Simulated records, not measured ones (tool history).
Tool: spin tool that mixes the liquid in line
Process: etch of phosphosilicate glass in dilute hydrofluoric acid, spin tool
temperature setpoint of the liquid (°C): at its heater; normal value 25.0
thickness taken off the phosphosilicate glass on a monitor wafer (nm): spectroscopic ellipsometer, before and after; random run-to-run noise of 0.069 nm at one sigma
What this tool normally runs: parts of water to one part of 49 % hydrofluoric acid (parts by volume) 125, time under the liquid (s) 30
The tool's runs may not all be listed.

run   hour  temperature setpoint of the liquid (°C)  parts of water to one part of 49 % hydrofluoric acid (parts by volume)  time under the liquid (s)  wafers since the last listed run  hours since the thermometer was replaced  hours since the hydrofluoric acid flow meter was replaced  hours since the gauge calibration  read-back film thickness of the phosphosilicate glass reference wafer, read on the same gauge (nm)  thickness taken off the phosphosilicate glass on a monitor wafer (nm)
  1    0.0                                     22.0                                                                     125                         30                                 0                                     636.8                                                     1032.6                               59.0                                                                                               90.00                                                                  12.80
  2   29.1                                     28.0                                                                     125                         30                               474                                     665.9                                                     1061.7                               88.1                                                                                               89.99                                                                  16.11
  3   50.8                                     25.0                                                                     165                         30                               353                                     687.6                                                     1083.4                              109.8                                                                                               90.00                                                                  10.47
  4   66.6                                     25.0                                                                     165                         30                               257                                     703.4                                                     1099.2                              125.6                                                                                               89.95                                                                  10.39
  5  100.3                                     25.0                                                                      85                         30                               548                                     737.1                                                     1132.9                              159.3                                                                                               90.03                                                                  22.09
  6  117.5                                     21.0                                                                     125                         30                               280                                     754.3                                                     1150.1                              176.5                                                                                               89.99                                                                  12.33
  7  134.5                                     21.0                                                                     125                         30                               276                                     771.3                                                     1167.1                              193.5                                                                                               89.98                                                                  12.36
  8  151.4                                     25.0                                                                     125                         30                               275                                     788.2                                                     1184.0                              210.4                                                                                               90.00                                                                  14.46
  9  181.7                                     25.0                                                                     125                         30                               493                                     818.5                                                     1214.3                              240.7                                                                                               90.02                                                                  14.40
 10  212.8                                     25.0                                                                     125                         30                               506                                     849.6                                                     1245.4                              271.8                                                                                               90.00                                                                  14.43
 11  245.7                                     25.0                                                                     125                         30                               535                                     882.5                                                     1278.3                              304.7                                                                                               90.01                                                                  14.45
 12  264.1                                     25.0                                                                     125                         30                               299                                     900.9                                                     1296.7                              323.1                                                                                               90.00                                                                  14.41
 13  278.3                                     25.0                                                                     125                         30                               231                                     915.1                                                     1310.9                              337.3                                                                                               90.02                                                                  14.43
     288.7  -- hydrofluoric acid flow meter replaced
 14  305.5                                     28.0                                                                     125                         30                               426                                     942.3                                                       16.8                              364.5                                                                                               90.00                                                                  16.17
 15  317.6                                     28.5                                                                     105                         20                               197                                     954.4                                                       28.9                              376.6                                                                                               90.01                                                                  13.33
     335.6  -- thermometer replaced
 16  341.2                                     25.0                                                                     125                         30                               368                                       5.6                                                       52.5                              400.2                                                                                               90.00                                                                  14.35
 17  356.3                                     28.0                                                                     125                         30                               245                                      20.7                                                       67.6                              415.3                                                                                               90.01                                                                  16.18
 18  377.3                                     22.0                                                                     165                         40                               342                                      41.7                                                       88.6                              436.3                                                                                               89.99                                                                  12.46
 19  407.4                                     25.0                                                                      75                         30                               490                                      71.8                                                      118.7                              466.4                                                                                               89.99                                                                  25.54
     431.4  -- gauge calibrated
 20  435.1                                     26.5                                                                     125                         40                               451                                      99.5                                                      146.4                                3.7                                                                                               90.00                                                                  20.49
 21  451.0                                     28.0                                                                     150                         50                               259                                     115.4                                                      162.3                               19.6                                                                                               90.02                                                                  21.85
 22  476.2                                     30.0                                                                     170                         15                               410                                     140.6                                                      187.5                               44.8                                                                                               90.01                                                                   6.04
 23  492.0                                     21.0                                                                      75                         40                               257                                     156.4                                                      203.3                               60.6                                                                                               89.98                                                                  28.99
 24  518.8                                     27.5                                                                     125                         20                               436                                     183.2                                                      230.1                               87.4                                                                                               89.98                                                                  10.53
 25  546.6                                     25.0                                                                     125                         20                               452                                     211.0                                                      257.9                              115.2                                                                                               89.98                                                                   9.59
 26  573.9                                     28.0                                                                     100                         35                               444                                     238.3                                                      285.2                              142.5                                                                                               89.99                                                                  24.48
 27  601.4                                     22.5                                                                     125                         15                               447                                     265.8                                                      312.7                              170.0                                                                                               89.99                                                                   6.55
 28  629.2                                     25.0                                                                     125                         30                               452                                     293.6                                                      340.5                              197.8                                                                                               89.97                                                                  14.41
 29  643.4                                     25.0                                                                     125                         30                               231                                     307.8                                                      354.7                              212.0                                                                                               90.00                                                                  14.35
 30  677.6                                     25.0                                                                     125                         30                               557                                     342.0                                                      388.9                              246.2                                                                                               90.02                                                                  14.51
 31  713.6                                     23.0                                                                      70                         20                               586                                     378.0                                                      424.9                              282.2                                                                                               90.01                                                                  17.10
 32  736.5                                     27.5                                                                     100                         45                               373                                     400.9                                                      447.8                              305.1                                                                                               90.01                                                                  30.62
 33  752.4                                     22.5                                                                     125                         30                               259                                     416.8                                                      463.7                              321.0                                                                                               89.95                                                                  13.00

Forecast each of these 4 alternatives for the next run:
  A  752.8                                     25.0                                                                     125                         30                                 6                                     417.2                                                      464.1                              321.4                                                                                                   ?                                                                      ?
  B  752.8                                     25.0                                                                      90                         30                                 6                                     417.2                                                      464.1                              321.4                                                                                                   ?                                                                      ?
  C  752.8                                     27.5                                                                      75                         50                                 6                                     417.2                                                      464.1                              321.4                                                                                                   ?                                                                      ?
  D  752.8                                     25.0                                                                      65                         30                                 6                                     417.2                                                      464.1                              321.4                                                                                                   ?                                                                      ?

run  read-back film thickness of the phosphosilicate glass reference wafer, read on the same gauge (nm)  thickness taken off the phosphosilicate glass on a monitor wafer (nm)
  A                                                                                               89.99                                                                  14.32
  B                                                                                               89.99                                                                  20.78
  C                                                                                               89.99                                                                  46.77
  D                                                                                               89.99                                                                  29.72
What these runs would have given with no unlogged condition in the tool:
run  thickness taken off the phosphosilicate glass on a monitor wafer (nm)
  A                                                                  14.32
  B                                                                  20.78
  C                                                                  46.77
  D                                                                  29.72
